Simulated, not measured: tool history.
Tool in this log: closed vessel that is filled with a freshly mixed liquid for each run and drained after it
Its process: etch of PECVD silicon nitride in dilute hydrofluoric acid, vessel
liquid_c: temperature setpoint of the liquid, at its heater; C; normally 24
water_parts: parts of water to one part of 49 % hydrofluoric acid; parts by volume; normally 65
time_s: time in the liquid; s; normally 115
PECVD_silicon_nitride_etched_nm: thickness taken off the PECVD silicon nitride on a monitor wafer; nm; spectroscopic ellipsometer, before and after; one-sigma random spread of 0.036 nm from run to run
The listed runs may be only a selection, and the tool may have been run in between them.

| run | hour | liquid_c | water_parts | time_s | read-back film thickness of the PECVD silicon nitride reference wafer, read on the same gauge (nm) | PECVD_silicon_nitride_etched_nm |
|---|---|---|---|---|---|---|
| 1 | 0 | 25.5 | 65 | 115 | 139.979 | 5.285 |
| 2 | 27.1 | 25.5 | 65 | 115 | 140.031 | 5.252 |
| 3 | 93.8 | 25.5 | 65 | 115 | 140.01 | 5.224 |
| 4 | 133.7 | 24 | 65 | 155 | 139.998 | 6.325 |
| 5 | 198 | 24 | 65 | 155 | 139.984 | 6.358 |
| 6 | 227.6 | 24 | 65 | 155 | 139.974 | 6.305 |
| 7 | 297.6 | 24 | 65 | 115 | 139.965 | 4.66 |
| 8 | 327.6 | 24 | 65 | 70 | 140.018 | 2.864 |
| 9 | 392.5 | 24 | 65 | 70 | 139.99 | 2.856 |
| 10 | 430.4 | 24 | 65 | 70 | 139.989 | 2.851 |
| 11 | 498.3 | 24 | 65 | 115 | 140.017 | 4.695 |
| 12 | 551.9 | 24 | 65 | 115 | 140.006 | 4.717 |
| 13 | 623.6 | 24 | 65 | 115 | 139.989 | 4.738 |
|  | 642.5 | hydrofluoric acid flow meter replaced |
|  | 647.8 | thermometer replaced |
| 14 | 664.1 | 24 | 65 | 115 | 140.032 | 4.565 |
| 15 | 717 | 25.5 | 65 | 115 | 140.018 | 5.052 |
| 16 | 763 | 24 | 65 | 115 | 139.967 | 4.562 |
| 17 | 806.3 | 26.5 | 65 | 115 | 139.985 | 5.405 |
| 18 | 832.2 | 22.5 | 40 | 65 | 139.998 | 3.695 |
| 19 | 876.4 | 25.5 | 75 | 85 | 139.999 | 3.253 |
| 20 | 936.1 | 20.5 | 80 | 70 | 139.971 | 1.752 |
|  | 1087.4 | gauge calibrated |
| 21 | 1112.1 | 22 | 95 | 115 | 139.997 | 2.693 |
| 22 | 1180.7 | 24 | 40 | 150 | 140.042 | 9.582 |
| 23 | 1237 | 24 | 65 | 45 | 140.009 | 1.767 |
| 24 | 1285.7 | 19.5 | 65 | 55 | 140.018 | 1.589 |
| 25 | 1352.2 | 20.5 | 85 | 150 | 140.044 | 3.625 |
| 26 | 1413.9 | 24 | 65 | 115 | 139.995 | 4.515 |
| 27 | 1439.1 | 24 | 65 | 115 | 139.958 | 4.527 |
| 28 | 1502.5 | 24 | 65 | 115 | 140.001 | 4.515 |
| 29 | 1572.2 | 24 | 55 | 165 | 140.023 | 7.514 |
| 30 | 1619.3 | 24 | 95 | 140 | 140.012 | 3.764 |
| 31 | 1658.5 | 24 | 65 | 115 | 139.985 | 4.499 |

Hidden state or all else? Some run-to-run changes of PECVD_silicon_nitride_etched_nm, split into what the settings, what came in and random variation would give without the hidden state, and what is left for the hidden state (with any gauge scatter that isn't in both results):
The tool's hidden condition here consists of: liquid hotter than its thermometer reads (K); hydrofluoric acid flow below the setpoint (%); gauge reads high (%).
Run 7 -> 8: time_s 115 -> 70. PECVD_silicon_nitride_etched_nm -1.796 nm: hidden state -0.079, all else -1.717.
Run 10 -> 11: time_s 70 -> 115. PECVD_silicon_nitride_etched_nm +1.844 nm: hidden state +0.077, all else +1.767.
Run 13 -> 14: hydrofluoric acid flow meter replaced, thermometer replaced. PECVD_silicon_nitride_etched_nm -0.173 nm: hidden state -0.171, all else -0.002.
Run 21 -> 22: liquid_c 22 -> 24, water_parts 95 -> 40, time_s 115 -> 150. PECVD_silicon_nitride_etched_nm +6.889 nm: hidden state +0.021, all else +6.868.
Run 22 -> 23: water_parts 40 -> 65, time_s 150 -> 45. PECVD_silicon_nitride_etched_nm -7.815 nm: hidden state -0.024, all else -7.791.
Run 29 -> 30: water_parts 55 -> 95, time_s 165 -> 140. PECVD_silicon_nitride_etched_nm -3.75 nm: hidden state -0.008, all else -3.742.
